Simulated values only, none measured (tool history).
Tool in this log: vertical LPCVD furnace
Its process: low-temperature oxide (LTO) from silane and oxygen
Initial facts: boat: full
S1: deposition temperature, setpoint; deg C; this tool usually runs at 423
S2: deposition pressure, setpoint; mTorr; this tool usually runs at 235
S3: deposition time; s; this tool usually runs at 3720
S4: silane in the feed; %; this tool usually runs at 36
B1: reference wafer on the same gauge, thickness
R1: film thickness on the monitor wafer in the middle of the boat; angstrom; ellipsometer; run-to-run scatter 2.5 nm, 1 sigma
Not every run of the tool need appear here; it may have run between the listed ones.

run 1 day=0.000 | S1=423 S2=235 S3=3720 S4=36 | B1=688.91 | R1=6542.9
run 2 day=0.962 | S1=423 S2=210 S3=3720 S4=36 | B1=688.84 | R1=5784.1
run 3 day=1.804 | S1=423 S2=210 S3=3720 S4=36 | B1=688.49 | R1=5774.7
-- day=2.104 gauge calibrated
run 4 day=2.546 | S1=423 S2=210 S3=3720 S4=36 | B1=689.19 | R1=5780.6
-- day=4.188 pressure gauge zeroed
run 5 day=4.208 | S1=414 S2=235 S3=3720 S4=36 | B1=688.37 | R1=6169.7
run 6 day=4.742 | S1=423 S2=235 S3=5010 S4=36 | B1=689.22 | R1=9087.3
run 7 day=5.408 | S1=423 S2=235 S3=3720 S4=36 | B1=688.95 | R1=6732.3
run 8 day=6.829 | S1=423 S2=235 S3=3720 S4=36 | B1=689.51 | R1=6694.5
run 9 day=8.304 | S1=423 S2=235 S3=4650 S4=36 | B1=689.25 | R1=8470.3
run 10 day=9.371 | S1=432 S2=280 S3=3720 S4=36 | B1=689.32 | R1=8813.7
-- day=10.608 silane flow controller replaced
run 11 day=10.629 | S1=428 S2=235 S3=3720 S4=36 | B1=689.09 | R1=7144.8
-- day=11.750 thermocouples replaced and temperature profile calibrated
run 12 day=11.771 | S1=427 S2=215 S3=4200 S4=29 | B1=689.50 | R1=5425.3
run 13 day=12.150 | S1=415 S2=175 S3=3720 S4=34 | B1=688.46 | R1=4289.8
run 14 day=13.388 | S1=423 S2=235 S3=3720 S4=36 | B1=689.66 | R1=6775.0
run 15 day=14.208 | S1=434 S2=235 S3=5010 S4=31 | B1=689.17 | R1=8381.8
run 16 day=15.012 | S1=423 S2=235 S3=3720 S4=36 | B1=689.28 | R1=6752.7
run 17 day=15.996 | S1=432 S2=235 S3=3720 S4=32 | B1=688.02 | R1=6395.6
run 18 day=17.129 | S1=423 S2=235 S3=3720 S4=36 | B1=688.41 | R1=6763.2
run 19 day=18.400 | S1=423 S2=280 S3=4290 S4=40 | B1=688.82 | R1=10510.1
run 20 day=21.271 | S1=423 S2=280 S3=4290 S4=40 | B1=689.50 | R1=10480.5
run 21 day=22.688 | S1=423 S2=235 S3=3720 S4=36 | B1=688.91 | R1=6683.1
run 22 day=23.796 | S1=423 S2=280 S3=3720 S4=36 | B1=689.07 | R1=8044.6
run 23 day=24.483 | S1=423 S2=235 S3=3720 S4=36 | B1=688.89 | R1=6701.6
run 24 day=25.675 | S1=429 S2=235 S3=3720 S4=36 | B1=689.25 | R1=7181.2
run 25 day=26.700 | S1=423 S2=235 S3=2820 S4=36 | B1=689.30 | R1=5101.3
run 26 day=27.908 | S1=433 S2=215 S3=3720 S4=32 | B1=688.82 | R1=5890.1
run 27 day=29.338 | S1=413 S2=205 S3=3120 S4=30 | B1=688.89 | R1=3464.1
run 28 day=29.879 | S1=430 S2=250 S3=2370 S4=31 | B1=688.90 | R1=4046.2
run 29 day=30.642 | S1=423 S2=265 S3=3720 S4=31 | B1=688.69 | R1=6248.2
run 30 day=31.962 | S1=412 S2=280 S3=5010 S4=30 | B1=689.50 | R1=7523.1

Run by run, hidden condition taken away, random variation retained:
The hidden state here: true tube temperature minus thermocouple reading, K; true pressure minus gauge reading, mTorr; deviation of the silane flow from its setpoint, %; gauge reads high (%).
run=1 R1=6796.0
run=2 R1=6039.2
run=3 R1=6032.5
run=4 R1=6041.5
run=5 R1=6173.8
run=6 R1=9093.4
run=7 R1=6736.8
run=8 R1=6699.1
run=9 R1=8476.3
run=10 R1=8819.0
run=11 R1=7150.1
run=12 R1=5429.9
run=13 R1=4294.3
run=14 R1=6780.5
run=15 R1=8388.9
run=16 R1=6758.6
run=17 R1=6401.4
run=18 R1=6769.7
run=19 R1=10519.2
run=20 R1=10490.9
run=21 R1=6691.6
run=22 R1=8053.7
run=23 R1=6711.0
run=24 R1=7191.9
run=25 R1=5109.3
run=26 R1=5900.8
run=27 R1=3471.2
run=28 R1=4053.2
run=29 R1=6258.7
run=30 R1=7536.0
